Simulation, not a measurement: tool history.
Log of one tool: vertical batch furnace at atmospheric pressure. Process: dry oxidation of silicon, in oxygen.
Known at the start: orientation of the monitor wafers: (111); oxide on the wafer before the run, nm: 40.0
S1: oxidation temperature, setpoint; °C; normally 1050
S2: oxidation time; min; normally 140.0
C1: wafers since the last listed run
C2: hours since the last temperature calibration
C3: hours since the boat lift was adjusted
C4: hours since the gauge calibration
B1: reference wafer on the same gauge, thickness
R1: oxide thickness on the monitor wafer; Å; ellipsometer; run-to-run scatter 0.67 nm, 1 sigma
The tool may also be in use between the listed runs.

Run 1, hour 0.0: usual settings; C1 0; C2 1986.8; C3 4629.4; C4 247.5; B1 156.01. Result: R1 1742.8 Å.
Run 2, hour 22.5: usual settings; C1 229; C2 2009.3; C3 4651.9; C4 270.0; B1 156.18. Result: R1 1750.3 Å.
Run 3, hour 52.7: usual settings but S1 1044 °C; C1 308; C2 2039.5; C3 4682.1; C4 300.2; B1 156.64. Result: R1 1716.1 Å.
At hour 56.5: gauge calibrated.
Run 4, hour 72.3: usual settings but S1 1044 °C; C1 200; C2 2059.1; C3 4701.7; C4 15.8; B1 155.14. Result: R1 1690.2 Å.
Run 5, hour 91.8: usual settings but S1 1044 °C; C1 199; C2 2078.6; C3 4721.2; C4 35.3; B1 155.42. Result: R1 1679.8 Å.
Run 6, hour 122.1: usual settings; C1 309; C2 2108.9; C3 4751.5; C4 65.6; B1 155.87. Result: R1 1731.9 Å.
Run 7, hour 153.0: usual settings; C1 315; C2 2139.8; C3 4782.4; C4 96.5; B1 155.10. Result: R1 1736.3 Å.
At hour 200.4: thermocouples replaced and temperature profile calibrated.
Run 8, hour 200.9: usual settings; C1 244; C2 0.5; C3 4830.3; C4 144.4; B1 156.08. Result: R1 1750.7 Å.
Run 9, hour 207.8: usual settings but S1 1068 °C; C1 70; C2 7.4; C3 4837.2; C4 151.3; B1 155.77. Result: R1 1906.3 Å.
Run 10, hour 214.8: usual settings but S1 1068 °C; C1 71; C2 14.4; C3 4844.2; C4 158.3; B1 155.80. Result: R1 1916.4 Å.
Run 11, hour 240.4: usual settings; C1 261; C2 40.0; C3 4869.8; C4 183.9; B1 155.84. Result: R1 1753.2 Å.
Run 12, hour 263.5: usual settings; C1 236; C2 63.1; C3 4892.9; C4 207.0; B1 156.15. Result: R1 1749.9 Å.
Run 13, hour 293.7: usual settings but S1 1042 °C; C1 308; C2 93.3; C3 4923.1; C4 237.2; B1 156.42. Result: R1 1679.3 Å.
Run 14, hour 321.4: usual settings but S1 1042 °C; C1 283; C2 121.0; C3 4950.8; C4 264.9; B1 156.25. Result: R1 1694.4 Å.
Run 15, hour 348.8: usual settings but S1 1057 °C, S2 104.0 min; C1 280; C2 148.4; C3 4978.2; C4 292.3; B1 156.72. Result: R1 1553.2 Å.
At hour 375.9: gauge calibrated.
Run 16, hour 383.0: usual settings but S1 1027 °C; C1 349; C2 182.6; C3 5012.4; C4 7.1; B1 154.61. Result: R1 1542.0 Å.
Run 17, hour 428.7: usual settings but S1 1039 °C, S2 105.5 min; C1 467; C2 228.3; C3 5058.1; C4 52.8; B1 154.52. Result: R1 1403.5 Å.
At hour 463.8: boat lift adjusted.
Run 18, hour 464.3: usual settings but S1 1028 °C; C1 118; C2 263.9; C3 0.5; C4 88.4; B1 154.75. Result: R1 1555.1 Å.
Run 19, hour 471.3: usual settings but S1 1070 °C, S2 89.0 min; C1 71; C2 270.9; C3 7.5; C4 95.4; B1 154.85. Result: R1 1510.0 Å.
Run 20, hour 485.6: usual settings but S1 1058 °C, S2 180.5 min; C1 146; C2 285.2; C3 21.8; C4 109.7; B1 154.76. Result: R1 2068.5 Å.
Run 21, hour 514.4: usual settings; C1 294; C2 314.0; C3 50.6; C4 138.5; B1 155.05. Result: R1 1731.7 Å.
Run 22, hour 533.4: usual settings but S1 1037 °C, S2 76.0 min; C1 194; C2 333.0; C3 69.6; C4 157.5; B1 155.45. Result: R1 1193.4 Å.
Run 23, hour 550.9: usual settings; C1 178; C2 350.5; C3 87.1; C4 175.0; B1 155.12. Result: R1 1746.6 Å.
Run 24, hour 579.1: usual settings but S1 1040 °C, S2 168.5 min; C1 288; C2 378.7; C3 115.3; C4 203.2; B1 155.45. Result: R1 1829.8 Å.
Run 25, hour 631.2: usual settings but S1 1032 °C; C1 532; C2 430.8; C3 167.4; C4 255.3; B1 155.86. Result: R1 1601.6 Å.
Run 26, hour 650.6: usual settings but S1 1074 °C, S2 72.0 min; C1 198; C2 450.2; C3 186.8; C4 274.7; B1 155.86. Result: R1 1386.4 Å.

Forecast each of these 5 alternatives for the next run:
Run A, hour 657.7: usual settings; C1 72; C2 457.3; C3 193.9; C4 281.8; B1 ?. Result: R1 ?.
Run B, hour 657.7: usual settings but S1 1039 °C, S2 170.5 min; C1 72; C2 457.3; C3 193.9; C4 281.8; B1 ?. Result: R1 ?.
Run C, hour 657.7: usual settings but S1 1071 °C, S2 88.0 min; C1 72; C2 457.3; C3 193.9; C4 281.8; B1 ?. Result: R1 ?.
Run D, hour 657.7: usual settings but S1 1063 °C, S2 113.5 min; C1 72; C2 457.3; C3 193.9; C4 281.8; B1 ?. Result: R1 ?.
Run E, hour 657.7: usual settings but S1 1026 °C, S2 81.0 min; C1 72; C2 457.3; C3 193.9; C4 281.8; B1 ?. Result: R1 ?.

run      B1      R1
  A  156.30  1749.4
  B  156.30  1842.8
  C  156.30  1515.6
  D  156.30  1666.9
  E  156.30  1170.0
Without the tool's hidden state the same runs would have given:
run      R1
  A  1736.1
  B  1828.8
  C  1504.1
  D  1654.2
  E  1161.1
